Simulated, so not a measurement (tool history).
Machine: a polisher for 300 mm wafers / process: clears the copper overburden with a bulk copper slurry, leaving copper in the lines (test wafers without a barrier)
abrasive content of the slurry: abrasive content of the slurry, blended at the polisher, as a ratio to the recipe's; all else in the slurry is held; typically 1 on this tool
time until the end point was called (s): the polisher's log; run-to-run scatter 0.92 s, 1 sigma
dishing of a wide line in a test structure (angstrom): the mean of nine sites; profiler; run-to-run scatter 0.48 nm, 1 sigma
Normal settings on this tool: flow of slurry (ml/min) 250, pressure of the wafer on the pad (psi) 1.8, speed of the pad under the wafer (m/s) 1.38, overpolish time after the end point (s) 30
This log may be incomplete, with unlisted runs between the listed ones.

run   hour  flow of slurry (ml/min)  pressure of the wafer on the pad (psi)  speed of the pad under the wafer (m/s)  abrasive content of the slurry  overpolish time after the end point (s)  wafers since the last listed run  wafers polished on this pad  hours since the slurry nozzle was cleaned  hours since the head pressure was calibrated  hours since the slurry blender was calibrated  incoming thickness of the incoming film, nm  time until the end point was called (s)  dishing of a wide line in a test structure (angstrom)
  1      0                      250                                       2                                    1.08                               1                                       30                                 0                           74                                      381.4                                         173.7                                           12.5                                        788.6                                     92.2                                                    423
  2   15.1                      250                                       2                                    1.08                               1                                       30                                77                          151                                      396.5                                         188.8                                           27.6                                        789.4                                       93                                                    414
  3   29.9                      250                                     1.8                                    1.38                               1                                       30                                75                          227                                      411.3                                         203.6                                           42.4                                          795                                     79.1                                                    418
  4   37.6                      250                                     1.8                                    1.38                               1                                       30                                39                          266                                        419                                         211.3                                           50.1                                        779.5                                     78.8                                                    415
  5     48                      250                                     1.8                                    1.38                               1                                       30                                53                          319                                      429.4                                         221.7                                           60.5                                        783.2                                       79                                                    421
  6   94.4                      250                                     1.8                                    1.38                               1                                       30                               236                          556                                      475.8                                         268.1                                          106.9                                        798.1                                     80.3                                                    420
  7  106.6                      250                                     1.8                                    1.38                               1                                       30                                62                          619                                        488                                         280.3                                          119.1                                        795.1                                     78.9                                                    415
     114.5  -- worn pad replaced by a new one
  8    123                      250                                     1.8                                    1.38                               1                                       30                                63                           43                                      504.4                                         296.7                                          135.5                                        795.3                                       80                                                    423
  9  138.5                      250                                     1.8                                    1.38                               1                                       30                                79                          122                                      519.9                                         312.2                                            151                                        805.4                                     79.7                                                    410
 10    148                      250                                     1.8                                    1.38                               1                                       30                                48                          171                                      529.4                                         321.7                                          160.5                                        805.4                                     80.7                                                    425
     158.2  -- slurry blender recalibrated
     186.2  -- head pressure recalibrated
 11  186.7                      250                                     1.8                                    1.38                               1                                       30                               177                          348                                      568.1                                           0.5                                           28.5                                        796.3                                       79                                                    415
 12  195.5                      250                                     1.8                                    1.38                               1                                       30                                44                          393                                      576.9                                           9.3                                           37.3                                        798.3                                     80.8                                                    409
 13  202.7                      250                                     1.8                                    1.38                               1                                       30                                36                          430                                      584.1                                          16.5                                           44.5                                        791.4                                     80.4                                                    420
 14  216.9                      250                                       2                                    1.08                               1                                       30                                72                          502                                      598.3                                          30.7                                           58.7                                        805.3                                     95.2                                                    419
 15  227.9                      250                                       2                                    1.38                               1                                       21                                56                          558                                      609.3                                          41.7                                           69.7                                        807.8                                     74.5                                                    414
     233.1  -- slurry nozzle cleaned
     235.7  -- worn pad replaced by a new one
 16  238.4                      285                                     1.8                                    1.66                             0.8                                       30                                35                           14                                        5.3                                          52.2                                           80.2                                        793.1                                     69.9                                                    415
 17  249.1                      250                                     2.1                                    1.38                            1.25                                       30                                54                           68                                         16                                          62.9                                           90.9                                        796.3                                     66.3                                                    433
 18  260.4                      250                                     1.8                                    1.38                               1                                       21                                57                          126                                       27.3                                          74.2                                          102.2                                          789                                     79.8                                                    409
 19  274.4                      250                                     1.8                                    1.08                               1                                       12                                71                          197                                       41.3                                          88.2                                          116.2                                        789.8                                    103.4                                                    342
 20  291.3                      280                                     1.2                                    0.94                            1.15                                       30                                86                          284                                       58.2                                         105.1                                          133.1                                        785.1                                    144.2                                                    377
 21  301.5                      250                                     1.8                                    1.12                               1                                       30                                52                          336                                       68.4                                         115.3                                          143.3                                        790.2                                       98                                                    412
 22  313.2                      250                                     1.5                                    1.16                               1                                       30                                59                          395                                       80.1                                           127                                            155                                        785.1                                    105.9                                                    394
 23  329.3                      250                                     1.8                                    1.38                               1                                       30                                82                          478                                       96.2                                         143.1                                          171.1                                        794.2                                     79.5                                                    413
     333.7  -- slurry blender recalibrated
 24  336.6                      250                                     1.8                                    1.12                               1                                       30                                27                          505                                      103.5                                         150.4                                            2.9                                        806.5                                     98.9                                                    426

Describe how what the log doesn't record of the tool's condition differs between the last listed run preceding each entry between runs and the first listed run following it.
Run 7 -> run 8: worn pad replaced by a new one (hour 114.5)
  no difference in the tool's unlogged condition between these two runs
Run 10 -> run 11: slurry blender recalibrated (hour 158.2); head pressure recalibrated (hour 186.2)
  no difference in the tool's unlogged condition between these two runs
Run 15 -> run 16: slurry nozzle cleaned (hour 233.1); worn pad replaced by a new one (hour 235.7)
  no difference in the tool's unlogged condition between these two runs
Run 23 -> run 24: slurry blender recalibrated (hour 333.7)
  no difference in the tool's unlogged condition between these two runs

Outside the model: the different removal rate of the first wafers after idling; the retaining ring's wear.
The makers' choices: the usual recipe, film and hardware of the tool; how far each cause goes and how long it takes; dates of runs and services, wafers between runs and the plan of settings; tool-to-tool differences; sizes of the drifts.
